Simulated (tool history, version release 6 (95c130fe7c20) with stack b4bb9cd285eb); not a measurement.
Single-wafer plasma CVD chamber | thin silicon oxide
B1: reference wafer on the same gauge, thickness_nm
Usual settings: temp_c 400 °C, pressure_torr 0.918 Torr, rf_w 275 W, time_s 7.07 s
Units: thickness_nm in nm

run 1 day=0 | temp_c=400 pressure_torr=0.918 rf_w=275 time_s=7.07 | B1=11.415 | thickness_nm=13.636
run 2 day=0.708 | temp_c=400 pressure_torr=0.918 rf_w=275 time_s=7.07 | B1=11.422 | thickness_nm=13.563
run 3 day=1.521 | temp_c=400 pressure_torr=0.918 rf_w=275 time_s=7.07 | B1=11.442 | thickness_nm=13.648
run 4 day=2.071 | temp_c=400 pressure_torr=0.918 rf_w=275 time_s=7.07 | B1=11.452 | thickness_nm=13.707
-- day=3.138 gauge calibrated
run 5 day=5.621 | temp_c=400 pressure_torr=0.918 rf_w=275 time_s=7.07 | B1=11.299 | thickness_nm=13.556
run 6 day=6.242 | temp_c=400 pressure_torr=0.918 rf_w=300 time_s=7.07 | B1=11.296 | thickness_nm=14.286
run 7 day=7.379 | temp_c=400 pressure_torr=0.918 rf_w=300 time_s=7.07 | B1=11.302 | thickness_nm=14.222
-- day=7.808 capacitance manometer re-zeroed and calibrated
run 8 day=8.35 | temp_c=400 pressure_torr=0.918 rf_w=300 time_s=7.07 | B1=11.315 | thickness_nm=14.425
run 9 day=9.821 | temp_c=400 pressure_torr=0.918 rf_w=275 time_s=6.43 | B1=11.324 | thickness_nm=12.289
-- day=11.012 RF generator calibrated
run 10 day=11.304 | temp_c=400 pressure_torr=0.918 rf_w=275 time_s=7.07 | B1=11.347 | thickness_nm=13.535
run 11 day=12.121 | temp_c=395 pressure_torr=1.054 rf_w=275 time_s=7.07 | B1=11.362 | thickness_nm=15.299
run 12 day=13.196 | temp_c=400 pressure_torr=0.918 rf_w=230 time_s=8 | B1=11.375 | thickness_nm=13.21
run 13 day=13.983 | temp_c=409 pressure_torr=0.918 rf_w=275 time_s=7.07 | B1=11.388 | thickness_nm=13.568
run 14 day=15.092 | temp_c=393 pressure_torr=0.918 rf_w=275 time_s=7.07 | B1=11.417 | thickness_nm=13.737
-- day=15.921 showerhead replaced
run 15 day=15.942 | temp_c=400 pressure_torr=0.918 rf_w=230 time_s=8 | B1=11.433 | thickness_nm=13.273
-- day=16.546 gauge calibrated
run 16 day=16.979 | temp_c=400 pressure_torr=0.987 rf_w=250 time_s=7.07 | B1=11.31 | thickness_nm=13.39
-- day=18.054 thermocouple changed; heater temperature recalibrated
run 17 day=18.075 | temp_c=400 pressure_torr=0.918 rf_w=275 time_s=7.07 | B1=11.302 | thickness_nm=13.49
run 18 day=18.967 | temp_c=387 pressure_torr=0.918 rf_w=275 time_s=7.07 | B1=11.305 | thickness_nm=13.654
run 19 day=20.346 | temp_c=410 pressure_torr=1.111 rf_w=300 time_s=7.53 | B1=11.308 | thickness_nm=17.731
run 20 day=21.692 | temp_c=412 pressure_torr=0.813 rf_w=225 time_s=5.77 | B1=11.328 | thickness_nm=8.175
run 21 day=22.933 | temp_c=400 pressure_torr=0.918 rf_w=275 time_s=8.08 | B1=11.339 | thickness_nm=15.488

Forecast each of these 3 alternatives for the next run:
run A day=22.95 | temp_c=400 pressure_torr=0.804 rf_w=275 time_s=7.07 | B1=? | thickness_nm=?
run B day=22.95 | temp_c=400 pressure_torr=1.078 rf_w=275 time_s=6.24 | B1=? | thickness_nm=?
run C day=22.95 | temp_c=400 pressure_torr=1.105 rf_w=240 time_s=5.98 | B1=? | thickness_nm=?

run=A B1=11.341 thickness_nm=11.8
run=B B1=11.341 thickness_nm=13.607
run=C B1=11.341 thickness_nm=11.885
Without the tool's hidden state the same runs would have given:
run=A thickness_nm=11.761
run=B thickness_nm=13.562
run=C thickness_nm=11.846
